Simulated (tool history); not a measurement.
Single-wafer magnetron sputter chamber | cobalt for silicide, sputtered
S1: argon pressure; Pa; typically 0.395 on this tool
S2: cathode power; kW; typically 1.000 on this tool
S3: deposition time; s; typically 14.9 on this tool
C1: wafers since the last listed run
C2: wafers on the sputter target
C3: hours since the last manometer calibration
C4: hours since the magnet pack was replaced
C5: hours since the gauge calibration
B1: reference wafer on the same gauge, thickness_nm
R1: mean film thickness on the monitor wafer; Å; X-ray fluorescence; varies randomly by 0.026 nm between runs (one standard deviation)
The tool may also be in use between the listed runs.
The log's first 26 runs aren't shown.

run   hour     S1     S2    S3   C1    C2     C3     C4     C5     B1     R1
     352.8  -- gauge calibrated
 27  366.6  0.446  1.000  14.9  387  3784  164.8   82.3   13.8  8.024  74.17
 28  383.7  0.395  1.000  14.9  392  4177  181.9   99.4   30.9  8.021  74.84
 29  395.5  0.521  1.000  14.9  270  4447  193.7  111.2   42.7  8.023  71.97
 30  404.4  0.395  1.100  12.8  204  4652  202.6  120.1   51.6  8.026  70.14
 31  414.4  0.395  1.000  14.9  229  4881  212.6  130.1   61.6  8.018  74.24
 32  429.6  0.395  1.000  14.9  348  5230  227.8  145.3   76.8  8.036  74.18
 33  443.5  0.438  0.850  14.9  318  5549  241.7  159.2   90.7  8.025  62.24
 34  452.9  0.238  1.150  12.5  215  5764  251.1  168.6  100.1  8.022  73.91
 35  459.9  0.505  1.200  17.1  160  5925  258.1  175.6  107.1  8.015  98.27

Alternative continuations, all from the tool just after run 35; predict every row:
  A  460.3  0.395  1.000  14.9   9  5934  258.5  176.0  107.5   ?   ?
  B  460.3  0.456  1.200  16.8   9  5934  258.5  176.0  107.5   ?   ?
  C  460.3  0.435  1.000  13.9   9  5934  258.5  176.0  107.5   ?   ?
  D  460.3  0.395  0.800  13.5   9  5934  258.5  176.0  107.5   ?   ?

run     B1     R1
  A  8.017  73.54
  B  8.017  97.94
  C  8.017  67.90
  D  8.017  53.30
Without the tool's unlogged condition, the same runs would have read:
run      R1
  A   76.33
  B  101.66
  C   70.47
  D   55.32

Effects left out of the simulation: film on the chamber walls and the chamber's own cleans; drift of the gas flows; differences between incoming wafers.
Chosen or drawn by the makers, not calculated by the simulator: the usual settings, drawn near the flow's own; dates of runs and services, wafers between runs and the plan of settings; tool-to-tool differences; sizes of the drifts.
